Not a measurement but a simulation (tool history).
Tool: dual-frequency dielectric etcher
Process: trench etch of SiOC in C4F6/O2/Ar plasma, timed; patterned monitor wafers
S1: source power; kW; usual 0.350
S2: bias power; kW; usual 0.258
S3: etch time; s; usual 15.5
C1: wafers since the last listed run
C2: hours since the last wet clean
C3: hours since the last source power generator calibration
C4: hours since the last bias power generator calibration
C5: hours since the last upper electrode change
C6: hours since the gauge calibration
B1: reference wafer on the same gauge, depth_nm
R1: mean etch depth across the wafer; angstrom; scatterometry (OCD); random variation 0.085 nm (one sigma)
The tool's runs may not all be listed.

Run 1, hour 0.0: usual settings but S1 0.400 kW; C1 0; C2 275.4; C3 2244.7; C4 3792.7; C5 5639.0; C6 1092.1; B1 33.20. Result: R1 377.2 angstrom.
Run 2, hour 107.4: usual settings but S1 0.400 kW; C1 1495; C2 382.8; C3 2352.1; C4 3900.1; C5 5746.4; C6 1199.5; B1 33.20. Result: R1 380.1 angstrom.
At hour 140.3: upper electrode replaced.
Run 3, hour 184.8: usual settings; C1 743; C2 460.2; C3 2429.5; C4 3977.5; C5 44.5; C6 1276.9; B1 33.22. Result: R1 367.0 angstrom.
Run 4, hour 257.6: usual settings; C1 1013; C2 533.0; C3 2502.3; C4 4050.3; C5 117.3; C6 1349.7; B1 33.21. Result: R1 368.1 angstrom.
Run 5, hour 303.6: usual settings; C1 640; C2 579.0; C3 2548.3; C4 4096.3; C5 163.3; C6 1395.7; B1 33.20. Result: R1 366.7 angstrom.
Run 6, hour 402.6: usual settings; C1 1378; C2 678.0; C3 2647.3; C4 4195.3; C5 262.3; C6 1494.7; B1 33.20. Result: R1 369.3 angstrom.
Run 7, hour 469.2: usual settings but S1 0.370 kW, S2 0.229 kW, S3 13.5 s; C1 927; C2 744.6; C3 2713.9; C4 4261.9; C5 328.9; C6 1561.3; B1 33.20. Result: R1 310.5 angstrom.
Run 8, hour 557.0: usual settings; C1 1222; C2 832.4; C3 2801.7; C4 4349.7; C5 416.7; C6 1649.1; B1 33.19. Result: R1 371.8 angstrom.
At hour 595.8: wet clean of the chamber.
Run 9, hour 646.3: usual settings but S1 0.300 kW, S2 0.213 kW; C1 909; C2 50.5; C3 2891.0; C4 4439.0; C5 506.0; C6 1738.4; B1 33.21. Result: R1 312.9 angstrom.
Run 10, hour 704.0: usual settings but S1 0.420 kW, S2 0.282 kW, S3 19.5 s; C1 803; C2 108.2; C3 2948.7; C4 4496.7; C5 563.7; C6 1796.1; B1 33.20. Result: R1 496.7 angstrom.
Run 11, hour 756.4: usual settings but S1 0.300 kW, S2 0.218 kW, S3 13.0 s; C1 729; C2 160.6; C3 3001.1; C4 4549.1; C5 616.1; C6 1848.5; B1 33.20. Result: R1 266.5 angstrom.
Run 12, hour 852.2: usual settings but S2 0.206 kW, S3 18.0 s; C1 1333; C2 256.4; C3 3096.9; C4 4644.9; C5 711.9; C6 1944.3; B1 33.20. Result: R1 375.6 angstrom.
Run 13, hour 942.7: usual settings; C1 1259; C2 346.9; C3 3187.4; C4 4735.4; C5 802.4; C6 2034.8; B1 33.17. Result: R1 362.4 angstrom.
Run 14, hour 1007.2: usual settings but S1 0.410 kW, S2 0.209 kW; C1 897; C2 411.4; C3 3251.9; C4 4799.9; C5 866.9; C6 2099.3; B1 33.18. Result: R1 345.0 angstrom.
Run 15, hour 1088.9: usual settings but S1 0.430 kW, S2 0.320 kW, S3 17.5 s; C1 1137; C2 493.1; C3 3333.6; C4 4881.6; C5 948.6; C6 2181.0; B1 33.20. Result: R1 482.7 angstrom.
Run 16, hour 1138.4: usual settings but S3 19.0 s; C1 689; C2 542.6; C3 3383.1; C4 4931.1; C5 998.1; C6 2230.5; B1 33.20. Result: R1 448.5 angstrom.
Run 17, hour 1241.9: usual settings but S1 0.380 kW; C1 1440; C2 646.1; C3 3486.6; C4 5034.6; C5 1101.6; C6 2334.0; B1 33.19. Result: R1 375.7 angstrom.
At hour 1335.5: wet clean of the chamber.
At hour 1336.5: source power generator calibrated.
Run 18, hour 1337.0: usual settings; C1 976; C2 1.5; C3 0.5; C4 5129.7; C5 1196.7; C6 2429.1; B1 33.20. Result: R1 359.6 angstrom.
Run 19, hour 1414.1: usual settings; C1 1073; C2 78.6; C3 77.6; C4 5206.8; C5 1273.8; C6 2506.2; B1 33.19. Result: R1 361.8 angstrom.
At hour 1457.2: gauge calibrated.
Run 20, hour 1466.3: usual settings but S1 0.420 kW, S2 0.209 kW, S3 12.0 s; C1 726; C2 130.8; C3 129.8; C4 5259.0; C5 1326.0; C6 9.1; B1 33.20. Result: R1 268.2 angstrom.
At hour 1681.3: bias power generator calibrated.
Run 21, hour 1751.9: usual settings; C1 3920; C2 416.4; C3 415.4; C4 70.6; C5 1611.6; C6 294.7; B1 33.20. Result: R1 367.0 angstrom.
Run 22, hour 1837.7: usual settings but S2 0.302 kW, S3 16.5 s; C1 1194; C2 502.2; C3 501.2; C4 156.4; C5 1697.4; C6 380.5; B1 33.19. Result: R1 421.8 angstrom.
Run 23, hour 1945.5: usual settings; C1 1500; C2 610.0; C3 609.0; C4 264.2; C5 1805.2; C6 488.3; B1 33.18. Result: R1 369.1 angstrom.
Run 24, hour 2025.8: usual settings but S1 0.300 kW, S2 0.230 kW, S3 12.0 s; C1 1117; C2 690.3; C3 689.3; C4 344.5; C5 1885.5; C6 568.6; B1 33.18. Result: R1 259.0 angstrom.
Run 25, hour 2089.3: usual settings but S2 0.226 kW, S3 19.0 s; C1 884; C2 753.8; C3 752.8; C4 408.0; C5 1949.0; C6 632.1; B1 33.22. Result: R1 425.5 angstrom.
At hour 2194.1: wet clean of the chamber.
Run 26, hour 2298.8: usual settings but S1 0.390 kW, S2 0.236 kW, S3 17.5 s; C1 2582; C2 104.7; C3 962.3; C4 617.5; C5 2158.5; C6 841.6; B1 33.22. Result: R1 404.2 angstrom.
Run 27, hour 2402.1: usual settings; C1 1438; C2 208.0; C3 1065.6; C4 720.8; C5 2261.8; C6 944.9; B1 33.20. Result: R1 362.9 angstrom.
Run 28, hour 2459.0: usual settings but S1 0.320 kW, S2 0.287 kW, S3 19.5 s; C1 792; C2 264.9; C3 1122.5; C4 777.7; C5 2318.7; C6 1001.8; B1 33.18. Result: R1 470.8 angstrom.
Run 29, hour 2545.8: usual settings; C1 1208; C2 351.7; C3 1209.3; C4 864.5; C5 2405.5; C6 1088.6; B1 33.19. Result: R1 365.5 angstrom.
Run 30, hour 2664.7: usual settings but S2 0.315 kW, S3 17.0 s; C1 1655; C2 470.6; C3 1328.2; C4 983.4; C5 2524.4; C6 1207.5; B1 33.21. Result: R1 442.3 angstrom.

Measured less the same run without the tool's hidden state. The same run-to-run variation is in both; the gauge's scatter may not be:
The hidden state here: etch rate over this chamber's usual, %; source power that arrives over what is set, %; bias power that arrives over what is set, %; gauge reads high (%).
run     R1
  1   +3.2
  2   +4.6
  3   +5.4
  4   +6.4
  5   +6.9
  6   +8.1
  7   +7.6
  8  +10.1
  9   -1.5
 10   -1.4
 11   -0.3
 12   +0.8
 13   +2.0
 14   +2.6
 15   +5.0
 16   +5.4
 17   +5.8
 18   +0.2
 19   +1.2
 20   +1.4
 21   +5.4
 22   +7.4
 23   +7.8
 24   +6.2
 25  +11.1
 26   +0.8
 27   +2.0
 28   +3.5
 29   +3.8
 30   +6.4
